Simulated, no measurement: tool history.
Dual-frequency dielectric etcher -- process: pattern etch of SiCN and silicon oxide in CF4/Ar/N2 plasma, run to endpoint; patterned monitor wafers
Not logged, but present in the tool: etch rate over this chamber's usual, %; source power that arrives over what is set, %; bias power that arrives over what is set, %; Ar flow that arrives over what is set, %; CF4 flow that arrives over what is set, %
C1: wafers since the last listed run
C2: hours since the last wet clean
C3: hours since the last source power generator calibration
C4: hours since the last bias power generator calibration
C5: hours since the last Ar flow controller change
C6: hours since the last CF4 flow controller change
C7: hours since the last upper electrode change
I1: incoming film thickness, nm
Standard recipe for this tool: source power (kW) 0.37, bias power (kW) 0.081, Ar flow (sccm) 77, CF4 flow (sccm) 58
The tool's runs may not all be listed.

Run 1, hour 0: usual settings; C1 0; C2 43.1; C3 3150.5; C4 1592.4; C5 3040.7; C6 3748.3; C7 4783.3; I1 10.75. Result: endpoint time (s) 13.4.
Run 2, hour 63: usual settings; C1 1083; C2 106.1; C3 3213.5; C4 1655.4; C5 3103.7; C6 3811.3; C7 4846.3; I1 10.65. Result: endpoint time (s) 13.1.
Run 3, hour 122: usual settings; C1 1014; C2 165.1; C3 3272.5; C4 1714.4; C5 3162.7; C6 3870.3; C7 4905.3; I1 10.73. Result: endpoint time (s) 13.1.
Run 4, hour 177.1: usual settings but source power (kW) 0.41; C1 947; C2 220.2; C3 3327.6; C4 1769.5; C5 3217.8; C6 3925.4; C7 4960.4; I1 10.66. Result: endpoint time (s) 12.3.
Run 5, hour 213.9: usual settings but source power (kW) 0.41; C1 632; C2 257; C3 3364.4; C4 1806.3; C5 3254.6; C6 3962.2; C7 4997.2; I1 10.67. Result: endpoint time (s) 12.2.
Run 6, hour 284.1: usual settings; C1 1206; C2 327.2; C3 3434.6; C4 1876.5; C5 3324.8; C6 4032.4; C7 5067.4; I1 10.67. Result: endpoint time (s) 12.8.
At hour 353.4: source power generator calibrated.
Run 7, hour 353.9: usual settings; C1 1131; C2 397; C3 0.5; C4 1946.3; C5 3394.6; C6 4102.2; C7 5137.2; I1 10.71. Result: endpoint time (s) 12.7.
At hour 384.1: wet clean of the chamber.
Run 8, hour 409.4: usual settings; C1 541; C2 25.3; C3 56; C4 2001.8; C5 3450.1; C6 4157.7; C7 5192.7; I1 10.62. Result: endpoint time (s) 13.1.
At hour 422.6: bias power generator calibrated.
Run 9, hour 444.2: usual settings; C1 529; C2 60.1; C3 90.8; C4 21.6; C5 3484.9; C6 4192.5; C7 5227.5; I1 10.68. Result: endpoint time (s) 12.9.
At hour 636.7: CF4 flow controller replaced.
At hour 643: upper electrode replaced.
Run 10, hour 643.5: usual settings but source power (kW) 0.28, bias power (kW) 0.062, Ar flow (sccm) 65, CF4 flow (sccm) 44; C1 3216; C2 259.4; C3 290.1; C4 220.9; C5 3684.2; C6 6.8; C7 0.5; I1 10.58. Result: endpoint time (s) 16.3.
Run 11, hour 679.3: usual settings; C1 615; C2 295.2; C3 325.9; C4 256.7; C5 3720; C6 42.6; C7 36.3; I1 10.66. Result: endpoint time (s) 12.7.
At hour 734: wet clean of the chamber.
Run 12, hour 734.5: usual settings but source power (kW) 0.3, bias power (kW) 0.097; C1 536; C2 0.5; C3 381.1; C4 311.9; C5 3775.2; C6 97.8; C7 91.5; I1 10.56. Result: endpoint time (s) 13.7.
At hour 743.7: Ar flow controller replaced.
Run 13, hour 784.9: usual settings; C1 763; C2 50.9; C3 431.5; C4 362.3; C5 41.2; C6 148.2; C7 141.9; I1 10.76. Result: endpoint time (s) 13.4.
Run 14, hour 810.6: usual settings but source power (kW) 0.33, bias power (kW) 0.063, CF4 flow (sccm) 71; C1 441; C2 76.6; C3 457.2; C4 388; C5 66.9; C6 173.9; C7 167.6; I1 10.57. Result: endpoint time (s) 14.9.
Run 15, hour 844.9: usual settings but CF4 flow (sccm) 70; C1 589; C2 110.9; C3 491.5; C4 422.3; C5 101.2; C6 208.2; C7 201.9; I1 10.67. Result: endpoint time (s) 13.
Run 16, hour 906.9: usual settings but source power (kW) 0.34, bias power (kW) 0.073, Ar flow (sccm) 64, CF4 flow (sccm) 64; C1 1065; C2 172.9; C3 553.5; C4 484.3; C5 163.2; C6 270.2; C7 263.9; I1 10.65. Result: endpoint time (s) 13.5.
Run 17, hour 940.9: usual settings; C1 584; C2 206.9; C3 587.5; C4 518.3; C5 197.2; C6 304.2; C7 297.9; I1 10.72. Result: endpoint time (s) 13.
Run 18, hour 991.8: usual settings but bias power (kW) 0.086, CF4 flow (sccm) 44; C1 875; C2 257.8; C3 638.4; C4 569.2; C5 248.1; C6 355.1; C7 348.8; I1 10.74. Result: endpoint time (s) 13.1.
Run 19, hour 1056.5: usual settings but bias power (kW) 0.094, CF4 flow (sccm) 71; C1 1112; C2 322.5; C3 703.1; C4 633.9; C5 312.8; C6 419.8; C7 413.5; I1 10.79. Result: endpoint time (s) 11.9.

Predict each of these 5 candidate next runs independently; none follows another, all start after run 19:
Run A, hour 1056.9: usual settings but source power (kW) 0.44; C1 6; C2 322.9; C3 703.5; C4 634.3; C5 313.2; C6 420.2; C7 413.9; I1 10.59. Result: endpoint time (s) ?.
Run B, hour 1056.9: usual settings but source power (kW) 0.44, bias power (kW) 0.095; C1 6; C2 322.9; C3 703.5; C4 634.3; C5 313.2; C6 420.2; C7 413.9; I1 10.59. Result: endpoint time (s) ?.
Run C, hour 1056.9: usual settings but source power (kW) 0.41, bias power (kW) 0.097, Ar flow (sccm) 93, CF4 flow (sccm) 53; C1 6; C2 322.9; C3 703.5; C4 634.3; C5 313.2; C6 420.2; C7 413.9; I1 10.59. Result: endpoint time (s) ?.
Run D, hour 1056.9: usual settings but bias power (kW) 0.071, Ar flow (sccm) 89; C1 6; C2 322.9; C3 703.5; C4 634.3; C5 313.2; C6 420.2; C7 413.9; I1 10.59. Result: endpoint time (s) ?.
Run E, hour 1056.9: usual settings but source power (kW) 0.34, Ar flow (sccm) 66; C1 6; C2 322.9; C3 703.5; C4 634.3; C5 313.2; C6 420.2; C7 413.9; I1 10.59. Result: endpoint time (s) ?.

run  endpoint time (s)
  A               11.6
  B               10.9
  C               11.7
  D               13.7
  E                 13
What these runs would have given with no unlogged condition in the tool:
run  endpoint time (s)
  A               12.1
  B               11.4
  C               12.2
  D               14.3
  E               13.5
